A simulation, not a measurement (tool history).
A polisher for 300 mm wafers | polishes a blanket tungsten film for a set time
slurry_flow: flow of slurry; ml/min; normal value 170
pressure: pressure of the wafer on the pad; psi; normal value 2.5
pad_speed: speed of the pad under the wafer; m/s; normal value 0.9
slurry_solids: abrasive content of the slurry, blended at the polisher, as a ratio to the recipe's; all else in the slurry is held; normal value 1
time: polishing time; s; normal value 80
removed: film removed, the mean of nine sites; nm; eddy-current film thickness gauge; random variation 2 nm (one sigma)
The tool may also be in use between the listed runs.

run,hour,slurry_flow,pressure,pad_speed,slurry_solids,time,wafers since the last listed run,wafers polished on this pad,hours since the slurry nozzle was cleaned,hours since the head pressure was calibrated,hours since the slurry blender was calibrated,hours since the slurry got fresh peroxide,"incoming thickness of the incoming film, nm",removed
1,0,170,2.5,0.9,1,80,0,1830,229.3,375.9,43.3,27.8,627.8,186
# hour 32.2: head pressure recalibrated
2,47.1,170,2.5,0.9,1,70,613,2443,276.4,14.9,90.4,74.9,635.5,160.3
3,85.1,170,1.8,0.9,1,80,516,2960,314.4,52.9,128.4,112.9,634.9,136.6
# hour 116.2: slurry nozzle cleaned
4,128.1,170,2.5,0.9,1.1,80,570,3530,11.9,95.9,171.4,155.9,622.8,203.6
# hour 161.2: worn pad replaced by a new one
5,195.4,170,2.5,0.9,1.1,80,860,464,79.2,163.2,238.7,223.2,626.6,195.4
# hour 210.7: slurry blender recalibrated
# hour 264.5: slurry tank refilled with fresh slurry and peroxide
6,265,170,2.5,0.9,1.1,80,905,1369,148.8,232.8,54.3,0.5,619.1,192.5
7,305.1,155,2.5,0.9,1,80,545,1914,188.9,272.9,94.4,40.6,638.5,183.4
8,331.1,155,2.5,0.9,1,80,353,2268,214.9,298.9,120.4,66.6,639.5,185.1
9,382.7,170,2.5,0.9,1,80,701,2969,266.5,350.5,172,118.2,627.8,184.8
# hour 404.8: head pressure recalibrated
# hour 436.6: worn pad replaced by a new one
10,442.2,170,2.5,0.9,1,80,727,76,326,37.4,231.5,177.7,635.1,182.7
# hour 492.1: slurry nozzle cleaned
# hour 495.3: slurry tank refilled with fresh slurry and peroxide
# hour 496.3: slurry blender recalibrated
11,622.1,170,2.5,0.9,1,80,2404,2480,130,217.3,125.8,126.8,631,193.3
12,688.7,170,2.5,1.02,1,80,905,3385,196.6,283.9,192.4,193.4,635.8,216.3
# hour 739.3: worn pad replaced by a new one
# hour 746.7: slurry blender recalibrated
13,748.4,170,3.2,0.9,0.9,92,730,96,256.3,343.6,1.7,253.1,624.6,268.8
# hour 756.7: slurry tank refilled with fresh slurry and peroxide
# hour 783.7: head pressure recalibrated
# hour 813.4: slurry nozzle cleaned
14,817.2,145,2.5,0.9,1.1,80,880,977,3.8,33.5,70.5,60.5,631.1,202.7
15,842,170,2.5,0.9,1,80,337,1314,28.6,58.3,95.3,85.3,616.4,200.1
16,887,170,2.9,0.9,1,64,611,1926,73.6,103.3,140.3,130.3,629.7,181
17,922.2,170,2.5,0.9,0.9,80,478,2404,108.8,138.5,175.5,165.5,633.6,189.2
18,968.8,170,2.5,1.12,1.1,88,633,3038,155.4,185.1,222.1,212.1,624.2,263.5
# hour 987.4: worn pad replaced by a new one
# hour 998.7: slurry tank refilled with fresh slurry and peroxide
19,1019.5,170,3.2,0.9,1,80,621,422,206.1,235.8,272.8,20.8,619.9,238
# hour 1024.8: slurry blender recalibrated
20,1077.8,170,2.5,0.9,1,80,765,1188,264.4,294.1,53,79.1,641.3,192.5
21,1124.4,125,2.5,0.9,1,80,633,1821,311,340.7,99.6,125.7,638,176.5
# hour 1148.7: head pressure recalibrated
22,1178.1,170,2.5,0.9,1,80,702,2524,364.7,29.4,153.3,179.4,626,185
# hour 1196.2: slurry nozzle cleaned
23,1207.3,130,2.8,1.2,0.7,80,383,2907,11.1,58.6,182.5,208.6,629.1,258.2
# hour 1241.2: worn pad replaced by a new one
24,1278.8,170,2.5,0.9,1,101,917,511,82.6,130.1,254,280.1,617.4,240.1
# hour 1282.4: slurry tank refilled with fresh slurry and peroxide
# hour 1284.6: slurry blender recalibrated
25,1328.6,170,3,0.9,1,108,636,1147,132.4,179.9,44,46.2,625,311.3

Run-by-run hidden state of the tool:
removal rate lost through wear of the pad, %: 0 at every run
deviation of the head's pressure from its setpoint, %: 0 at every run
abrasive missing from the slurry, %: 0 at every run
peroxide lost from the slurry, %: 0 at every run
H1: slurry flow missing at the pad, %
run,H1
1,38.8
2,40.8
3,41.8
4,11.5
5,28.2
6,37.8
7,41.2
8,42.9
9,45.3
10,47
11,31.7
12,37.7
13,40.9
14,3.03
15,10.8
16,21.4
17,27.2
18,32.7
19,36.6
20,39.4
21,40.9
22,41.9
23,7.12
24,24.7
25,31.9
